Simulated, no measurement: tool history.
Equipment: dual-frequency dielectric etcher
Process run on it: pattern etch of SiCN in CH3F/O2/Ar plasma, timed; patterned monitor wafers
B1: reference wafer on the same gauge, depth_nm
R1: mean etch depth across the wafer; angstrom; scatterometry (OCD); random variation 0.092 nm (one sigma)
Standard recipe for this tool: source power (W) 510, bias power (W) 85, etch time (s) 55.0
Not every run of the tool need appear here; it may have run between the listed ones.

Run 1, hour 0.0: usual settings but bias power (W) 74, etch time (s) 49.0; B1 22.39. Result: R1 217.9 angstrom.
At hour 27.9: gauge calibrated.
Run 2, hour 53.7: usual settings but bias power (W) 74, etch time (s) 49.0; B1 22.38. Result: R1 216.8 angstrom.
Run 3, hour 84.8: usual settings but bias power (W) 74, etch time (s) 49.0; B1 22.39. Result: R1 218.3 angstrom.
Run 4, hour 124.7: usual settings; B1 22.36. Result: R1 261.4 angstrom.
At hour 150.7: wet clean of the chamber.
Run 5, hour 169.1: usual settings; B1 22.38. Result: R1 252.5 angstrom.
Run 6, hour 202.5: usual settings; B1 22.40. Result: R1 252.7 angstrom.
Run 7, hour 244.9: usual settings but source power (W) 570; B1 22.39. Result: R1 259.7 angstrom.
Run 8, hour 285.5: usual settings but source power (W) 570; B1 22.40. Result: R1 260.4 angstrom.
Run 9, hour 347.5: usual settings but source power (W) 450; B1 22.41. Result: R1 246.6 angstrom.
At hour 357.2: bias power generator calibrated.
Run 10, hour 403.8: usual settings but etch time (s) 51.5; B1 22.38. Result: R1 239.6 angstrom.
Run 11, hour 470.4: usual settings but source power (W) 450; B1 22.41. Result: R1 250.7 angstrom.

Forecast run 12:
Run 12, hour 499.0: usual settings but bias power (W) 74, etch time (s) 49.0; B1 ?. Result: R1 ?.

B1: 22.42
R1: 217.5 angstrom
On a tool with no hidden condition, and with the same random variation, this run would have come out at R1 209.6 angstrom.

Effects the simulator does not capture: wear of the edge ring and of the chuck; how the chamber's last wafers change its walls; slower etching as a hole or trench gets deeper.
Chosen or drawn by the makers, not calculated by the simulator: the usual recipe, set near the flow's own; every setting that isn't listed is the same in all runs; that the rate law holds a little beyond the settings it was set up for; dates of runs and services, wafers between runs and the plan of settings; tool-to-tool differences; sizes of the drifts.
